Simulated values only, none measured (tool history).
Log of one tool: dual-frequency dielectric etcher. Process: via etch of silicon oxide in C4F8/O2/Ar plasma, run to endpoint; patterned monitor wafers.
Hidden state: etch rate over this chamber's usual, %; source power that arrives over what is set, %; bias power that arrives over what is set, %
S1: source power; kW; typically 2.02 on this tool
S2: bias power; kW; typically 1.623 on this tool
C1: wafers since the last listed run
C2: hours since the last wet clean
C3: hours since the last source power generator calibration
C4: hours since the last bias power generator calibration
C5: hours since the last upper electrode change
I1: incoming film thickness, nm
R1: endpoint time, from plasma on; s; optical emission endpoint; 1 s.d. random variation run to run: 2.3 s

| run | hour | S1 | S2 | C1 | C2 | C3 | C4 | C5 | I1 | R1 |
|---|---|---|---|---|---|---|---|---|---|---|
| 1 | 0 | 2.02 | 1.623 | 0 | 106.1 | 1276.4 | 1800.6 | 4187.5 | 2015.6 | 418.3 |
| 2 | 55 | 2.02 | 1.623 | 312 | 161.1 | 1331.4 | 1855.6 | 4242.5 | 2014.4 | 419.4 |
| 3 | 110.3 | 2.02 | 1.623 | 314 | 216.4 | 1386.7 | 1910.9 | 4297.8 | 2015.2 | 423.4 |
| 4 | 143.9 | 2.02 | 1.623 | 190 | 250 | 1420.3 | 1944.5 | 4331.4 | 2011.8 | 417.6 |
| 5 | 182.1 | 2.02 | 1.623 | 217 | 288.2 | 1458.5 | 1982.7 | 4369.6 | 2012.9 | 419.4 |
| 6 | 280.2 | 2.02 | 1.623 | 557 | 386.3 | 1556.6 | 2080.8 | 4467.7 | 2028.4 | 428.6 |
| 7 | 324.6 | 2.02 | 1.623 | 252 | 430.7 | 1601 | 2125.2 | 4512.1 | 1994.9 | 422.1 |
| 8 | 383 | 2.02 | 1.623 | 331 | 489.1 | 1659.4 | 2183.6 | 4570.5 | 2026.8 | 431.6 |
|  | 451.5 | wet clean of the chamber |
| 9 | 454.2 | 2.02 | 1.623 | 268 | 2.7 | 1730.6 | 2254.8 | 4641.7 | 2001.5 | 412.1 |
| 10 | 493.7 | 2.02 | 1.623 | 224 | 42.2 | 1770.1 | 2294.3 | 4681.2 | 2017 | 419.9 |
| 11 | 563.5 | 2.02 | 1.623 | 396 | 112 | 1839.9 | 2364.1 | 4751 | 1995 | 418 |
| 12 | 616.4 | 2.02 | 1.761 | 300 | 164.9 | 1892.8 | 2417 | 4803.9 | 2023.5 | 415.7 |
| 13 | 641.5 | 2.02 | 1.761 | 142 | 190 | 1917.9 | 2442.1 | 4829 | 2005.6 | 414.3 |
|  | 657.5 | bias power generator calibrated |
| 14 | 697.5 | 2.02 | 1.623 | 295 | 246 | 1973.9 | 40 | 4885 | 2013.9 | 425.1 |
|  | 752.5 | source power generator calibrated |
| 15 | 761.2 | 1.58 | 1.317 | 339 | 309.7 | 8.7 | 103.7 | 4948.7 | 2010.9 | 487.4 |
|  | 894.5 | upper electrode replaced |
| 16 | 905.5 | 2.44 | 1.921 | 683 | 454 | 153 | 248 | 11 | 2030.7 | 389.3 |
| 17 | 956.6 | 1.8 | 1.854 | 290 | 505.1 | 204.1 | 299.1 | 62.1 | 2023.6 | 436.3 |
| 18 | 998.4 | 2.02 | 1.623 | 237 | 546.9 | 245.9 | 340.9 | 103.9 | 2031.3 | 436.3 |
| 19 | 1023.9 | 1.79 | 1.623 | 144 | 572.4 | 271.4 | 366.4 | 129.4 | 2022.4 | 455 |
| 20 | 1054.9 | 1.82 | 1.84 | 176 | 603.4 | 302.4 | 397.4 | 160.4 | 2000.4 | 431.7 |
| 21 | 1086.3 | 2.48 | 2.001 | 178 | 634.8 | 333.8 | 428.8 | 191.8 | 2029 | 387.6 |
|  | 1126.4 | wet clean of the chamber |
| 22 | 1126.9 | 2.02 | 1.623 | 94 | 0.5 | 374.4 | 469.4 | 232.4 | 2001.2 | 422.6 |
| 23 | 1199.3 | 1.78 | 1.919 | 411 | 72.9 | 446.8 | 541.8 | 304.8 | 2004.6 | 417 |
| 24 | 1249 | 2.02 | 1.623 | 282 | 122.6 | 496.5 | 591.5 | 354.5 | 2005.1 | 418.8 |
| 25 | 1277.5 | 2.28 | 1.228 | 161 | 151.1 | 525 | 620 | 383 | 2019.8 | 442 |
| 26 | 1306.6 | 1.8 | 1.623 | 165 | 180.2 | 554.1 | 649.1 | 412.1 | 2019.6 | 443.8 |
| 27 | 1354.9 | 2.02 | 1.623 | 274 | 228.5 | 602.4 | 697.4 | 460.4 | 2000.1 | 424.2 |
| 28 | 1391.9 | 2.02 | 1.623 | 210 | 265.5 | 639.4 | 734.4 | 497.4 | 2003.2 | 422 |
| 29 | 1429.1 | 2.19 | 1.476 | 211 | 302.7 | 676.6 | 771.6 | 534.6 | 2004.7 | 421.3 |

5 ways to go on from here, each from the tool as it stands after run 29. What would each give?
| A | 1429.6 | 2.02 | 1.305 | 2 | 303.2 | 677.1 | 772.1 | 535.1 | 2007.6 | ? |
| B | 1429.6 | 2.36 | 1.82 | 2 | 303.2 | 677.1 | 772.1 | 535.1 | 2007.6 | ? |
| C | 1429.6 | 1.87 | 1.327 | 2 | 303.2 | 677.1 | 772.1 | 535.1 | 2007.6 | ? |
| D | 1429.6 | 1.86 | 1.369 | 2 | 303.2 | 677.1 | 772.1 | 535.1 | 2007.6 | ? |
| E | 1429.6 | 1.69 | 1.965 | 2 | 303.2 | 677.1 | 772.1 | 535.1 | 2007.6 | ? |

| run | R1 |
|---|---|
| A | 454.2 |
| B | 394.1 |
| C | 464.1 |
| D | 461.2 |
| E | 430.8 |
Had the tool no hidden state, the same runs would have come out as:
| run | R1 |
|---|---|
| A | 443.5 |
| B | 384.9 |
| C | 453.2 |
| D | 450.4 |
| E | 420.7 |
